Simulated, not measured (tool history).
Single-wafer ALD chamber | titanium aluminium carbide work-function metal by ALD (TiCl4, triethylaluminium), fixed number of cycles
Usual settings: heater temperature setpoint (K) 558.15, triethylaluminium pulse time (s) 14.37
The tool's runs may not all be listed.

run	hour	heater temperature setpoint (K)	triethylaluminium pulse time (s)	read-back reference wafer on the same gauge, thickness_nm	mean film thickness on the monitor wafer (Å)
1	0.0	558.15	14.37	2.081	20.52
2	25.1	558.15	14.37	2.079	20.48
3	90.1	558.15	14.37	2.079	20.34
4	180.2	558.15	14.37	2.083	20.34
5	239.7	558.15	14.37	2.077	20.14
6	269.7	558.15	14.37	2.080	20.13
7	295.6	558.15	14.37	2.079	20.19
# hour 331.9: thermocouple changed; heater temperature recalibrated
8	333.4	563.15	14.37	2.078	20.46
9	403.8	558.15	17.16	2.081	20.47
10	454.2	558.15	17.16	2.080	20.40
# hour 464.6: triethylaluminium bottle replaced
11	490.2	558.15	14.37	2.083	20.46
12	520.3	558.15	14.37	2.081	20.80
13	579.6	554.15	14.37	2.082	20.30
14	641.4	564.15	14.37	2.081	20.95
15	686.5	566.15	14.37	2.077	21.18
16	736.1	558.15	14.37	2.080	20.56
17	775.9	558.15	9.77	2.080	17.35
# hour 853.9: showerhead replaced
18	871.9	547.15	14.37	2.077	19.29
# hour 904.0: gauge calibrated
19	943.7	558.15	14.37	2.080	19.95
20	983.7	558.15	12.04	2.081	18.84
21	1051.9	558.15	19.59	2.081	20.77
22	1102.4	570.15	14.37	2.079	20.75
23	1127.5	558.15	10.37	2.081	16.29
24	1192.9	558.15	14.37	2.079	19.37
25	1217.3	545.15	10.28	2.078	14.57
# hour 1246.2: triethylaluminium bottle replaced
26	1268.3	567.15	14.37	2.079	21.48
27	1325.8	567.15	17.53	2.081	21.64
28	1386.8	550.15	19.49	2.081	19.99
29	1413.8	558.15	12.04	2.078	19.80
30	1463.2	558.15	14.37	2.078	20.43
31	1525.2	564.15	16.41	2.081	21.08
32	1586.4	569.15	14.37	2.080	21.24
33	1629.3	558.15	14.37	2.078	20.29
# hour 1652.4: thermocouple changed; heater temperature recalibrated
34	1773.1	558.15	14.37	2.079	20.00

Forecast each of these 3 alternatives for the next run:
A	1773.5	558.15	14.37	?	?
B	1773.5	552.15	14.37	?	?
C	1773.5	548.15	18.03	?	?

run	read-back reference wafer on the same gauge, thickness_nm	mean film thickness on the monitor wafer (Å)
A	2.083	19.92
B	2.083	19.44
C	2.083	19.73
Without the tool's hidden state the same runs would have given:
run	mean film thickness on the monitor wafer (Å)
A	20.61
B	20.12
C	19.91
